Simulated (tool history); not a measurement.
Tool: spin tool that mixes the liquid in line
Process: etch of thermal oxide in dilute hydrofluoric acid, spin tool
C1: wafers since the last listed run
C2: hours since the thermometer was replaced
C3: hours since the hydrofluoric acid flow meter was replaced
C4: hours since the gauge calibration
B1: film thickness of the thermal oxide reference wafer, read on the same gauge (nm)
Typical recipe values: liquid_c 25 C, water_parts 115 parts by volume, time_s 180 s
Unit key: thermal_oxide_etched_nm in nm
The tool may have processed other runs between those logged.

{"run": 1, "hour": 0.0, "liquid_c": 25, "water_parts": 115, "time_s": 265, "C1": 0, "C2": 215.1, "C3": 892.9, "C4": 1656.4, "B1": 59.99, "thermal_oxide_etched_nm": 11.59}
{"run": 2, "hour": 92.6, "liquid_c": 25, "water_parts": 115, "time_s": 265, "C1": 896, "C2": 307.7, "C3": 985.5, "C4": 1749.0, "B1": 59.99, "thermal_oxide_etched_nm": 11.58}
{"run": 3, "hour": 175.5, "liquid_c": 25, "water_parts": 115, "time_s": 180, "C1": 802, "C2": 390.6, "C3": 1068.4, "C4": 1831.9, "B1": 60.04, "thermal_oxide_etched_nm": 7.87}
{"run": 4, "hour": 213.1, "liquid_c": 25, "water_parts": 115, "time_s": 180, "C1": 363, "C2": 428.2, "C3": 1106.0, "C4": 1869.5, "B1": 59.97, "thermal_oxide_etched_nm": 7.88}
{"run": 5, "hour": 301.1, "liquid_c": 25, "water_parts": 115, "time_s": 180, "C1": 851, "C2": 516.2, "C3": 1194.0, "C4": 1957.5, "B1": 59.97, "thermal_oxide_etched_nm": 7.86}
{"hour": 350.0, "done": "thermometer replaced"}
{"run": 6, "hour": 368.5, "liquid_c": 25, "water_parts": 115, "time_s": 180, "C1": 642, "C2": 18.5, "C3": 1261.4, "C4": 2024.9, "B1": 59.98, "thermal_oxide_etched_nm": 7.84}
{"run": 7, "hour": 440.2, "liquid_c": 25, "water_parts": 115, "time_s": 180, "C1": 693, "C2": 90.2, "C3": 1333.1, "C4": 2096.6, "B1": 59.99, "thermal_oxide_etched_nm": 7.87}
{"run": 8, "hour": 517.1, "liquid_c": 25, "water_parts": 115, "time_s": 180, "C1": 744, "C2": 167.1, "C3": 1410.0, "C4": 2173.5, "B1": 59.97, "thermal_oxide_etched_nm": 7.83}
{"run": 9, "hour": 561.8, "liquid_c": 25, "water_parts": 80, "time_s": 180, "C1": 432, "C2": 211.8, "C3": 1454.7, "C4": 2218.2, "B1": 59.94, "thermal_oxide_etched_nm": 11.83}
{"run": 10, "hour": 653.6, "liquid_c": 25, "water_parts": 80, "time_s": 180, "C1": 888, "C2": 303.6, "C3": 1546.5, "C4": 2310.0, "B1": 59.95, "thermal_oxide_etched_nm": 11.76}
{"hour": 684.3, "done": "gauge calibrated"}
{"run": 11, "hour": 749.9, "liquid_c": 25, "water_parts": 80, "time_s": 180, "C1": 932, "C2": 399.9, "C3": 1642.8, "C4": 65.6, "B1": 60.03, "thermal_oxide_etched_nm": 11.73}
{"run": 12, "hour": 824.9, "liquid_c": 25, "water_parts": 115, "time_s": 180, "C1": 725, "C2": 474.9, "C3": 1717.8, "C4": 140.6, "B1": 60.03, "thermal_oxide_etched_nm": 7.86}
{"hour": 855.9, "done": "hydrofluoric acid flow meter replaced"}
{"run": 13, "hour": 901.5, "liquid_c": 25, "water_parts": 115, "time_s": 180, "C1": 731, "C2": 551.5, "C3": 45.6, "C4": 217.2, "B1": 60.02, "thermal_oxide_etched_nm": 7.83}
{"hour": 919.5, "done": "thermometer replaced"}
{"run": 14, "hour": 988.7, "liquid_c": 25, "water_parts": 115, "time_s": 180, "C1": 834, "C2": 69.2, "C3": 132.8, "C4": 304.4, "B1": 59.94, "thermal_oxide_etched_nm": 7.86}
{"run": 15, "hour": 1068.3, "liquid_c": 25, "water_parts": 115, "time_s": 180, "C1": 770, "C2": 148.8, "C3": 212.4, "C4": 384.0, "B1": 60.07, "thermal_oxide_etched_nm": 7.84}
{"run": 16, "hour": 1164.8, "liquid_c": 25, "water_parts": 115, "time_s": 180, "C1": 933, "C2": 245.3, "C3": 308.9, "C4": 480.5, "B1": 60.02, "thermal_oxide_etched_nm": 7.87}
{"run": 17, "hour": 1230.9, "liquid_c": 25, "water_parts": 165, "time_s": 180, "C1": 639, "C2": 311.4, "C3": 375.0, "C4": 546.6, "B1": 60.01, "thermal_oxide_etched_nm": 5.16}
{"run": 18, "hour": 1297.8, "liquid_c": 25, "water_parts": 115, "time_s": 140, "C1": 647, "C2": 378.3, "C3": 441.9, "C4": 613.5, "B1": 59.94, "thermal_oxide_etched_nm": 6.1}
{"run": 19, "hour": 1339.7, "liquid_c": 27, "water_parts": 160, "time_s": 180, "C1": 405, "C2": 420.2, "C3": 483.8, "C4": 655.4, "B1": 60.04, "thermal_oxide_etched_nm": 5.74}

Forecast run 20:
{"run": 20, "hour": 1423.1, "liquid_c": 21, "water_parts": 170, "time_s": 255, "C1": 807, "C2": 503.6, "C3": 567.2, "C4": 738.8, "B1": "?", "thermal_oxide_etched_nm": "?"}

B1: 59.97
thermal_oxide_etched_nm: 6.06 nm
Take away the tool's hidden state, keep the run-to-run variation as it was, and the same run would have given thermal_oxide_etched_nm 6.06 nm.

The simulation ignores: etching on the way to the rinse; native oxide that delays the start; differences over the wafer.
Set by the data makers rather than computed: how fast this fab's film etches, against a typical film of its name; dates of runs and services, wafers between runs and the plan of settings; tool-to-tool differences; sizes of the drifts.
